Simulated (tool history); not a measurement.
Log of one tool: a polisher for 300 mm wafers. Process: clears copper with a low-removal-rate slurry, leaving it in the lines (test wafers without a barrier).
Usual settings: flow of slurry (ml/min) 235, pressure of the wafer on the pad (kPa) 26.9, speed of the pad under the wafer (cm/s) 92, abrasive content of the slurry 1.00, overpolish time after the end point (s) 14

run    day  flow of slurry (ml/min)  pressure of the wafer on the pad (kPa)  speed of the pad under the wafer (cm/s)  abrasive content of the slurry  overpolish time after the end point (s)  wafers since the last listed run  wafers polished on this pad  hours since the slurry nozzle was cleaned  hours since the head pressure was calibrated  hours since the slurry blender was calibrated  incoming thickness of the incoming film, nm  time until the end point was called (s)  dishing of a wide line in a test structure (nm)
  1  0.000                      235                                    26.9                                       92                            1.00                                       18                                 0                           52                                      627.9                                        1065.1                                           30.6                                        308.5                                     81.9                                             40.7
  2  0.562                      235                                    26.9                                       92                            1.00                                       18                               161                          213                                      641.4                                        1078.6                                           44.1                                        307.7                                     82.9                                             41.8
  3  0.883                      235                                    26.9                                       92                            1.00                                       14                                91                          305                                      649.1                                        1086.3                                           51.8                                        312.0                                     84.6                                             33.2
  4  1.533                      235                                    26.9                                       92                            1.00                                       14                               186                          491                                      664.7                                        1101.9                                           67.4                                        312.0                                     85.1                                             33.2
  5  1.875                      235                                    26.9                                       92                            1.00                                       14                                97                          589                                      672.9                                        1110.1                                           75.6                                        313.2                                     85.2                                             32.7
  6  2.183                      235                                    26.9                                       92                            1.00                                       14                                88                          678                                      680.3                                        1117.5                                           83.0                                        316.5                                     84.7                                             31.4
     2.450  -- slurry nozzle cleaned
  7  2.650                      235                                    26.9                                       92                            1.00                                       14                               121                          799                                        4.8                                        1128.7                                           94.2                                        307.3                                     83.8                                             31.9
  8  3.188                      235                                    36.5                                       92                            1.15                                       14                               153                          953                                       17.7                                        1141.6                                          107.1                                        310.8                                     61.8                                             43.5
  9  3.892                      235                                    26.9                                       92                            1.00                                       14                               201                         1155                                       34.6                                        1158.5                                          124.0                                        306.8                                     87.9                                             31.0
     4.188  -- worn pad replaced by a new one
     4.304  -- head pressure recalibrated
 10  4.492                      195                                    26.9                                       74                            1.15                                       22                               100                           63                                       49.0                                           4.5                                          138.4                                        308.0                                    103.6                                             41.1
 11  4.833                      235                                    26.9                                       92                            1.00                                       14                                97                          161                                       57.2                                          12.7                                          146.6                                        306.8                                     85.9                                             31.6
     5.096  -- slurry blender recalibrated
 12  5.288                      235                                    26.9                                       92                            1.00                                       14                               106                          267                                       68.1                                          23.6                                            4.6                                        310.1                                     84.5                                             31.9
 13  5.562                      295                                    22.1                                       92                            0.80                                       12                                78                          346                                       74.7                                          30.2                                           11.2                                        310.4                                    103.7                                             24.1
 14  6.283                      235                                    26.9                                       80                            1.00                                        7                               206                          552                                       92.0                                          47.5                                           28.5                                        309.7                                     90.5                                             16.3
 15  6.688                      235                                    26.9                                       72                            1.00                                       17                               115                          668                                      101.7                                          57.2                                           38.2                                        311.6                                     99.7                                             32.8

4 ways to go on from here, each from the tool as it stands after run 15. What would each give?
  A  6.708                      235                                    26.9                                       92                            1.00                                       14                                 5                          674                                      102.2                                          57.7                                           38.7                                        304.5                                        ?                                                ?
  B  6.708                      165                                    30.3                                       92                            0.80                                       14                                 5                          674                                      102.2                                          57.7                                           38.7                                        304.5                                        ?                                                ?
  C  6.708                      155                                    26.9                                       92                            0.75                                       10                                 5                          674                                      102.2                                          57.7                                           38.7                                        304.5                                        ?                                                ?
  D  6.708                      235                                    26.9                                       70                            1.00                                       21                                 5                          674                                      102.2                                          57.7                                           38.7                                        304.5                                        ?                                                ?

run  time until the end point was called (s)  dishing of a wide line in a test structure (nm)
  A                                     82.5                                             33.2
  B                                     80.4                                             34.1
  C                                     92.9                                             21.8
  D                                    102.0                                             39.3
Without the tool's hidden state the same runs would have given:
run  time until the end point was called (s)  dishing of a wide line in a test structure (nm)
  A                                     80.2                                             34.0
  B                                     78.3                                             34.9
  C                                     90.4                                             22.4
  D                                     99.1                                             40.3

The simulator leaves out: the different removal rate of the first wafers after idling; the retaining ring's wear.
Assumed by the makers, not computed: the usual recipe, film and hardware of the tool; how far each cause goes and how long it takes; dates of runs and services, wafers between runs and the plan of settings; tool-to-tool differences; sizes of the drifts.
